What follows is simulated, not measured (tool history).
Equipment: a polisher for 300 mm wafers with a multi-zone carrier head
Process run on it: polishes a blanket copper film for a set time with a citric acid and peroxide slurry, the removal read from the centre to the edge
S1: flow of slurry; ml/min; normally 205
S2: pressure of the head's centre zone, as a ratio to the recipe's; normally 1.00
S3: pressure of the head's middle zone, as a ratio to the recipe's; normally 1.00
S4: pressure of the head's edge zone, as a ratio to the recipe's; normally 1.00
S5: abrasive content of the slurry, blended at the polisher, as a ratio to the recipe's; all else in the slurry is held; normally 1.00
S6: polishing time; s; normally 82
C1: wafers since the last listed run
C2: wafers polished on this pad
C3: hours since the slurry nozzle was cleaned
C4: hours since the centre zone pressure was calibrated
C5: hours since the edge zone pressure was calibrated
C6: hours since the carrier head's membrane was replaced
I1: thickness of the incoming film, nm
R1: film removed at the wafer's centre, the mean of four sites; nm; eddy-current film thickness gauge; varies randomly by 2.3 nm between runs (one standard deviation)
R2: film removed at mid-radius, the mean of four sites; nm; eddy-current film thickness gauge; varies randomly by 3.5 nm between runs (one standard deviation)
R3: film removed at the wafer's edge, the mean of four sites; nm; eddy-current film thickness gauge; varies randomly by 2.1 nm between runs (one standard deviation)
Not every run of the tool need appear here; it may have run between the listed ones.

run	hour	S1	S2	S3	S4	S5	S6	C1	C2	C3	C4	C5	C6	I1	R1	R2	R3
1	0.0	205	1.00	1.00	1.00	1.00	82	0	1372	145.7	1.4	1462.8	1680.8	1106.4	295.9	303.6	300.8
2	34.9	205	1.00	1.00	1.00	1.00	82	286	1658	180.6	36.3	1497.7	1715.7	1105.6	292.4	293.2	299.7
# hour 55.1: edge zone pressure recalibrated
# hour 119.4: carrier head's membrane replaced by a new one
# hour 134.7: worn pad replaced by a new one
# hour 136.5: slurry nozzle cleaned
3	178.6	205	1.00	1.00	1.00	1.00	82	1080	351	42.1	180.0	123.5	59.2	1124.1	302.8	298.9	306.3
4	230.2	205	1.00	1.00	1.00	1.00	82	423	775	93.7	231.6	175.1	110.8	1140.4	299.2	301.6	306.6
5	256.5	170	1.00	1.00	1.00	1.00	82	215	990	120.0	257.9	201.4	137.1	1140.5	289.4	292.9	297.5
6	326.4	205	1.00	1.00	1.00	1.00	82	573	1564	189.9	327.8	271.3	207.0	1123.2	293.6	297.1	300.2
7	359.6	205	1.00	1.00	1.00	1.00	82	272	1836	223.1	361.0	304.5	240.2	1139.7	292.1	290.8	294.7
8	396.0	205	1.00	1.00	1.00	1.00	82	298	2135	259.5	397.4	340.9	276.6	1113.2	289.8	291.7	297.1
# hour 408.2: slurry nozzle cleaned
# hour 433.4: worn pad replaced by a new one
9	456.9	205	0.92	1.00	1.00	1.00	82	458	192	48.7	458.3	401.8	337.5	1115.3	274.7	303.9	302.0
10	497.2	270	1.00	1.00	1.00	1.00	82	330	523	89.0	498.6	442.1	377.8	1134.0	309.6	309.3	309.1
11	524.6	135	0.93	1.00	0.95	1.25	82	224	748	116.4	526.0	469.5	405.2	1118.6	276.0	305.0	301.5
12	600.5	250	1.00	1.11	0.96	1.00	72	622	1370	192.3	601.9	545.4	481.1	1131.4	265.0	294.9	260.7
13	637.8	175	0.91	1.00	1.00	1.00	82	305	1676	229.6	639.2	582.7	518.4	1109.9	254.8	287.6	289.2
# hour 665.9: centre zone pressure recalibrated
14	680.6	140	1.00	1.08	1.00	1.00	82	334	2011	272.4	14.7	625.5	561.2	1117.4	266.7	292.1	280.8
15	735.6	205	1.10	1.00	1.00	0.80	82	451	2462	327.4	69.7	680.5	616.2	1135.1	282.7	260.9	271.7
# hour 737.3: slurry nozzle cleaned
# hour 746.9: worn pad replaced by a new one
16	771.2	205	0.96	1.00	1.00	1.25	82	251	199	33.9	105.3	716.1	651.8	1131.2	298.1	323.1	320.1
17	798.9	165	1.00	1.00	1.00	1.00	82	227	426	61.6	133.0	743.8	679.5	1111.6	289.3	296.9	297.6
18	838.8	205	1.00	1.00	1.10	1.20	82	327	753	101.5	172.9	783.7	719.4	1137.1	313.6	307.2	331.8
19	890.3	205	0.96	1.00	1.00	1.00	61	422	1176	153.0	224.4	835.2	770.9	1144.1	209.0	223.0	223.3
20	936.3	205	0.96	1.00	1.00	1.00	61	377	1553	199.0	270.4	881.2	816.9	1114.2	209.9	221.0	221.5
21	982.5	245	1.10	1.10	0.96	1.00	82	378	1932	245.2	316.6	927.4	863.1	1133.6	323.4	319.6	294.3

Below are 4 alternative next runs, each starting from the tool's condition after run 21. Predict each:
A	983.0	205	1.00	1.00	1.06	1.00	82	4	1936	245.7	317.1	927.9	863.6	1134.7	?	?	?
B	983.0	205	1.00	0.96	0.95	1.00	82	4	1936	245.7	317.1	927.9	863.6	1134.7	?	?	?
C	983.0	205	1.00	1.00	0.91	1.00	82	4	1936	245.7	317.1	927.9	863.6	1134.7	?	?	?
D	983.0	205	1.10	1.00	0.97	1.00	56	4	1936	245.7	317.1	927.9	863.6	1134.7	?	?	?

run	R1	R2	R3
A	285.2	285.8	297.6
B	285.1	276.4	282.4
C	285.2	285.8	276.6
D	214.4	195.1	194.6
With the hidden condition removed and each run's random variation left untouched, the same runs would have given:
run	R1	R2	R3
A	300.0	299.0	307.6
B	299.9	289.2	291.9
C	300.0	299.1	286.0
D	225.5	204.1	201.2
